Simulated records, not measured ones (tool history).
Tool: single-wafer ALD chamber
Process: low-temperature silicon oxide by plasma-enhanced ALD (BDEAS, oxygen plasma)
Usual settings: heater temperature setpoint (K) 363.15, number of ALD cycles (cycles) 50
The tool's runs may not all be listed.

run	hour	heater temperature setpoint (K)	number of ALD cycles (cycles)	wafers since the last listed run	hours since the last thermocouple change	hours since the gauge calibration	read-back reference wafer on the same gauge, thickness_nm	mean film thickness on the monitor wafer (angstrom)
1	0.0	363.15	50	0	1182.9	813.0	8.206	73.64
2	32.3	363.15	50	214	1215.2	845.3	8.202	73.66
3	49.8	363.15	50	116	1232.7	862.8	8.197	73.93
4	68.6	363.15	50	124	1251.5	881.6	8.198	73.58
5	83.8	363.15	50	100	1266.7	896.8	8.203	73.73
6	110.1	363.15	50	174	1293.0	923.1	8.197	73.70
7	123.0	373.15	45	85	1305.9	936.0	8.202	63.48
8	154.5	373.15	45	209	1337.4	967.5	8.205	64.13
9	182.8	371.15	50	187	1365.7	995.8	8.205	71.55
10	197.4	371.15	50	96	1380.3	1010.4	8.195	71.33
11	219.0	363.15	50	143	1401.9	1032.0	8.199	73.55
12	314.9	363.15	50	636	1497.8	1127.9	8.200	74.07
13	349.7	363.15	50	231	1532.6	1162.7	8.193	74.08
# hour 359.6: gauge calibrated
14	380.1	363.15	56	201	1563.0	20.5	8.198	82.92
15	405.4	363.15	56	167	1588.3	45.8	8.199	82.99
16	421.9	355.15	50	109	1604.8	62.3	8.198	76.35
17	435.0	355.15	50	86	1617.9	75.4	8.191	76.40
18	468.8	355.15	50	224	1651.7	109.2	8.202	76.45
19	486.4	363.15	50	116	1669.3	126.8	8.200	73.94
20	513.6	363.15	50	180	1696.5	154.0	8.197	74.54
21	547.1	373.15	58	222	1730.0	187.5	8.206	83.23
22	566.4	363.15	50	128	1749.3	206.8	8.206	73.92
23	595.4	348.15	50	192	1778.3	235.8	8.199	78.49
24	630.8	358.15	50	235	1813.7	271.2	8.205	75.70
# hour 654.7: thermocouple changed; heater temperature recalibrated
25	655.2	351.15	42	108	0.5	295.6	8.204	63.76
26	672.1	363.15	50	112	17.4	312.5	8.200	72.70
27	684.8	356.15	50	84	30.1	325.2	8.194	74.30
28	698.1	373.15	47	88	43.4	338.5	8.194	65.93
29	729.3	363.15	50	207	74.6	369.7	8.206	72.38
30	805.3	363.15	50	504	150.6	445.7	8.198	72.53
31	818.1	355.15	50	84	163.4	458.5	8.200	74.84
32	835.9	349.15	40	118	181.2	476.3	8.201	61.51
33	861.0	351.15	45	166	206.3	501.4	8.201	68.67
34	878.8	363.15	50	118	224.1	519.2	8.203	73.04
35	910.3	368.15	57	209	255.6	550.7	8.194	81.23
36	939.4	375.15	41	193	284.7	579.8	8.210	56.93
37	952.6	363.15	50	87	297.9	593.0	8.206	73.16
38	981.3	363.15	50	190	326.6	621.7	8.204	72.46
39	1000.3	358.15	54	126	345.6	640.7	8.199	80.26
40	1031.7	370.15	44	208	377.0	672.1	8.202	62.39
41	1050.8	363.15	50	126	396.1	691.2	8.203	72.55

The tool's hidden state at each run:
gauge reads high (%): 0 in every run
H1: wafer temperature above the value expected at the setpoint (K)
run	H1
1	-4.08
2	-4.18
3	-4.24
4	-4.3
5	-4.35
6	-4.43
7	-4.47
8	-4.58
9	-4.67
10	-4.72
11	-4.79
12	-5.1
13	-5.21
14	-5.31
15	-5.39
16	-5.44
17	-5.49
18	-5.6
19	-5.65
20	-5.74
21	-5.85
22	-5.91
23	-6.01
24	-6.12
25	0.0972
26	0.0425
27	0.00133
28	-0.0418
29	-0.143
30	-0.389
31	-0.431
32	-0.488
33	-0.57
34	-0.627
35	-0.729
36	-0.823
37	-0.866
38	-0.959
39	-1.02
40	-1.12
41	-1.18

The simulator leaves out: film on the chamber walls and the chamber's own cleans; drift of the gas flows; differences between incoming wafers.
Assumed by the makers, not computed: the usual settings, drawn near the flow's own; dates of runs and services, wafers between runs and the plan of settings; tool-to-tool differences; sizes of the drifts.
